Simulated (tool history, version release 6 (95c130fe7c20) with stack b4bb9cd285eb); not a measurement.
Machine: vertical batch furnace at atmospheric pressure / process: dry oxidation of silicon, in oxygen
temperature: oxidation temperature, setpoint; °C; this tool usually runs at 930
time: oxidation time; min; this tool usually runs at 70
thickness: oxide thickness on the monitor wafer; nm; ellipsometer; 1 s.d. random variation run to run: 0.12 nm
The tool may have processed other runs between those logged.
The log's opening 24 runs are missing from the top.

run    hour  temperature   time  wafers since the last listed run  hours since the last temperature calibration  hours since the boat lift was adjusted  hours since the gauge calibration  read-back reference wafer on the same gauge, thickness  thickness
 25   644.5          930     70                               105                                          15.6                                   121.5                              512.2                                                   26.69      28.24
 26   668.5          930     70                               167                                          39.6                                   145.5                              536.2                                                   26.73      28.48
 27   703.3          951     52                               243                                          74.4                                   180.3                                571                                                    26.7      29.44
      727.4  -- gauge calibrated
 28   733.8          930     49                               213                                         104.9                                   210.8                                6.4                                                    26.1      22.08
 29   750.5          943  103.5                               116                                         121.6                                   227.5                               23.1                                                   26.17      41.99
 30   778.4          930     70                               195                                         149.5                                   255.4                                 51                                                   26.24      27.99
 31   813.5          916     70                               245                                         184.6                                   290.5                               86.1                                                   26.33      24.58
 32   826.2          930    102                                88                                         197.3                                   303.2                               98.8                                                   26.35      36.65
 33   846.9          919     70                               144                                           218                                   323.9                              119.5                                                    26.4      25.29
 34   866.5          955     51                               137                                         237.6                                   343.5                              139.1                                                    26.4      29.87
 35     882          930     50                               108                                         253.1                                     359                              154.6                                                   26.45      22.66
 36   973.5          930   83.5                               639                                         344.6                                   450.5                              246.1                                                   26.57      32.03
 37   986.9          921   48.5                                93                                           358                                   463.9                              259.5                                                    26.6      20.55
 38  1006.6          948     70                               137                                         377.7                                   483.6                              279.2                                                    26.6      34.43

Here are 5 independent what-if runs from the current tool condition. What would each one return?
  A  1012          930   89.5                                37                                         383.1                                     489                              284.6                                                       ?          ?
  B  1012          949     55                                37                                         383.1                                     489                              284.6                                                       ?          ?
  C  1012          914     91                                37                                         383.1                                     489                              284.6                                                       ?          ?
  D  1012          919  101.5                                37                                         383.1                                     489                              284.6                                                       ?          ?
  E  1012          930     81                                37                                         383.1                                     489                              284.6                                                       ?          ?

run  read-back reference wafer on the same gauge, thickness  thickness
  A                                                   26.61      33.45
  B                                                   26.61      29.44
  C                                                   26.61      28.85
  D                                                   26.61      32.66
  E                                                   26.61      31.24
Had the tool no hidden state, the same runs would have come out as:
run  thickness
  A      32.69
  B      28.77
  C      28.19
  D      31.91
  E      30.53
